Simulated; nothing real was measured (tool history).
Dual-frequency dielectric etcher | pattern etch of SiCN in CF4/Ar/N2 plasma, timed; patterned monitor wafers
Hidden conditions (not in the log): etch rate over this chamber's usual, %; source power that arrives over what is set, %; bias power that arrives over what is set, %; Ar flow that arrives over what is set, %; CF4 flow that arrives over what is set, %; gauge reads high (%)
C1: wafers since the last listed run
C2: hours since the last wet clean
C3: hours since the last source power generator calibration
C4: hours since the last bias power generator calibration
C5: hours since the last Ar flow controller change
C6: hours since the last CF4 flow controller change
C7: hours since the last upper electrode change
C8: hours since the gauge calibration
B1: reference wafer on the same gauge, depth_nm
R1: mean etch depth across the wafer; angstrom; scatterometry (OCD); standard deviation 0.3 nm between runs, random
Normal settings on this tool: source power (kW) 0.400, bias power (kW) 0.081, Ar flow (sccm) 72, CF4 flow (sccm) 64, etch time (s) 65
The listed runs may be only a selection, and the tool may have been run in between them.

run 1 day=0.000 | source_power_(kW)=0.400 bias_power_(kW)=0.081 Ar_flow_(sccm)=72 CF4_flow_(sccm)=64 etch_time_(s)=65 | C1=0 C2=147.1 C3=4062.0 C4=2497.4 C5=6067.4 C6=3228.7 C7=3085.4 C8=212.9 | B1=52.0 | R1=528
run 2 day=1.479 | source_power_(kW)=0.370 bias_power_(kW)=0.081 Ar_flow_(sccm)=72 CF4_flow_(sccm)=64 etch_time_(s)=65 | C1=438 C2=182.6 C3=4097.5 C4=2532.9 C5=6102.9 C6=3264.2 C7=3120.9 C8=248.4 | B1=52.0 | R1=497
run 3 day=6.138 | source_power_(kW)=0.400 bias_power_(kW)=0.081 Ar_flow_(sccm)=72 CF4_flow_(sccm)=64 etch_time_(s)=56 | C1=1381 C2=294.4 C3=4209.3 C4=2644.7 C5=6214.7 C6=3376.0 C7=3232.7 C8=360.2 | B1=52.0 | R1=457
run 4 day=8.112 | source_power_(kW)=0.400 bias_power_(kW)=0.069 Ar_flow_(sccm)=72 CF4_flow_(sccm)=64 etch_time_(s)=65 | C1=585 C2=341.8 C3=4256.7 C4=2692.1 C5=6262.1 C6=3423.4 C7=3280.1 C8=407.6 | B1=52.1 | R1=524
run 5 day=9.583 | source_power_(kW)=0.400 bias_power_(kW)=0.081 Ar_flow_(sccm)=72 CF4_flow_(sccm)=64 etch_time_(s)=65 | C1=436 C2=377.1 C3=4292.0 C4=2727.4 C5=6297.4 C6=3458.7 C7=3315.4 C8=442.9 | B1=51.9 | R1=542
-- day=10.479 source power generator calibrated
run 6 day=11.775 | source_power_(kW)=0.400 bias_power_(kW)=0.081 Ar_flow_(sccm)=72 CF4_flow_(sccm)=64 etch_time_(s)=65 | C1=600 C2=429.7 C3=31.1 C4=2780.0 C5=6350.0 C6=3511.3 C7=3368.0 C8=495.5 | B1=52.0 | R1=536
-- day=12.042 gauge calibrated
-- day=13.554 CF4 flow controller replaced
run 7 day=13.575 | source_power_(kW)=0.400 bias_power_(kW)=0.081 Ar_flow_(sccm)=72 CF4_flow_(sccm)=58 etch_time_(s)=65 | C1=459 C2=472.9 C3=74.3 C4=2823.2 C5=6393.2 C6=0.5 C7=3411.2 C8=36.8 | B1=52.0 | R1=538
-- day=15.392 upper electrode replaced
run 8 day=15.412 | source_power_(kW)=0.450 bias_power_(kW)=0.081 Ar_flow_(sccm)=72 CF4_flow_(sccm)=71 etch_time_(s)=65 | C1=248 C2=517.0 C3=118.4 C4=2867.3 C5=6437.3 C6=44.6 C7=0.5 C8=80.9 | B1=51.9 | R1=617
run 9 day=15.771 | source_power_(kW)=0.400 bias_power_(kW)=0.081 Ar_flow_(sccm)=72 CF4_flow_(sccm)=64 etch_time_(s)=65 | C1=106 C2=525.6 C3=127.0 C4=2875.9 C5=6445.9 C6=53.2 C7=9.1 C8=89.5 | B1=52.0 | R1=544
-- day=18.442 wet clean of the chamber
-- day=18.588 Ar flow controller replaced
run 10 day=18.608 | source_power_(kW)=0.500 bias_power_(kW)=0.081 Ar_flow_(sccm)=87 CF4_flow_(sccm)=56 etch_time_(s)=65 | C1=501 C2=4.0 C3=195.1 C4=2944.0 C5=0.5 C6=121.3 C7=77.2 C8=157.6 | B1=52.0 | R1=619
-- day=18.804 bias power generator calibrated
run 11 day=19.446 | source_power_(kW)=0.400 bias_power_(kW)=0.068 Ar_flow_(sccm)=77 CF4_flow_(sccm)=52 etch_time_(s)=65 | C1=198 C2=24.1 C3=215.2 C4=15.4 C5=20.6 C6=141.4 C7=97.3 C8=177.7 | B1=52.0 | R1=485
run 12 day=21.892 | source_power_(kW)=0.400 bias_power_(kW)=0.081 Ar_flow_(sccm)=72 CF4_flow_(sccm)=64 etch_time_(s)=65 | C1=725 C2=82.8 C3=273.9 C4=74.1 C5=79.3 C6=200.1 C7=156.0 C8=236.4 | B1=52.1 | R1=534
run 13 day=23.100 | source_power_(kW)=0.340 bias_power_(kW)=0.081 Ar_flow_(sccm)=58 CF4_flow_(sccm)=72 etch_time_(s)=76 | C1=358 C2=111.8 C3=302.9 C4=103.1 C5=108.3 C6=229.1 C7=185.0 C8=265.4 | B1=51.9 | R1=571
run 14 day=25.200 | source_power_(kW)=0.360 bias_power_(kW)=0.063 Ar_flow_(sccm)=83 CF4_flow_(sccm)=64 etch_time_(s)=84 | C1=622 C2=162.2 C3=353.3 C4=153.5 C5=158.7 C6=279.5 C7=235.4 C8=315.8 | B1=52.0 | R1=572

Results for each run, recomputed without the tool's hidden state and with each run's random variation untouched:
run=1 R1=523
run=2 R1=491
run=3 R1=447
run=4 R1=510
run=5 R1=526
run=6 R1=518
run=7 R1=517
run=8 R1=591
run=9 R1=520
run=10 R1=613
run=11 R1=480
run=12 R1=525
run=13 R1=561
run=14 R1=558
